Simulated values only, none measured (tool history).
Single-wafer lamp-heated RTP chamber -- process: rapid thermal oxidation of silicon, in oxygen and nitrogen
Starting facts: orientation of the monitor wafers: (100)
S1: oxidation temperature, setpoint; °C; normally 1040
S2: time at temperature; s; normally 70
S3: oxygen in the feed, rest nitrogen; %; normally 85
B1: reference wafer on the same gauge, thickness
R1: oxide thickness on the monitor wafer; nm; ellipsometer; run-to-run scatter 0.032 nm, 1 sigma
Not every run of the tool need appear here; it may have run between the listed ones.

run	hour	S1	S2	S3	B1	R1
1	0.0	1040	70	98	7.766	8.612
2	60.9	1040	56	85	7.762	7.437
3	106.2	1040	56	85	7.762	7.442
4	153.1	1040	70	85	7.760	8.242
5	192.8	1040	70	85	7.760	8.229
6	239.7	1040	70	85	7.765	8.202
7	302.3	1040	70	75	7.764	7.821
8	338.1	1040	70	75	7.758	7.887
# hour 433.6: pyrometer window cleaned and pyrometer calibrated
9	451.5	1040	98	85	7.758	9.478
10	507.4	1049	101	60	7.760	9.090
11	535.6	1056	70	85	7.760	9.161
# hour 547.9: gauge calibrated
# hour 643.9: oxygen flow controller replaced
12	644.4	1040	70	98	7.760	8.579
13	698.5	1040	70	57	7.760	7.109
14	758.1	1059	47	71	7.753	7.432
15	797.8	1040	70	85	7.758	8.233
16	827.0	1040	37	75	7.755	5.966
17	1015.7	1040	70	85	7.758	8.264
18	1041.1	1040	102	85	7.760	9.819
19	1097.8	1052	41	60	7.753	6.280

What if the next run were any one of these 3? Each begins from the tool's condition after run 19:
A	1098.3	1040	96	85	?	?
B	1098.3	1065	70	66	?	?
C	1098.3	1032	70	85	?	?

run	B1	R1
A	7.756	9.553
B	7.756	8.965
C	7.756	7.830
With the hidden condition removed and each run's random variation left untouched, the same runs would have given:
run	R1
A	9.350
B	8.783
C	7.663
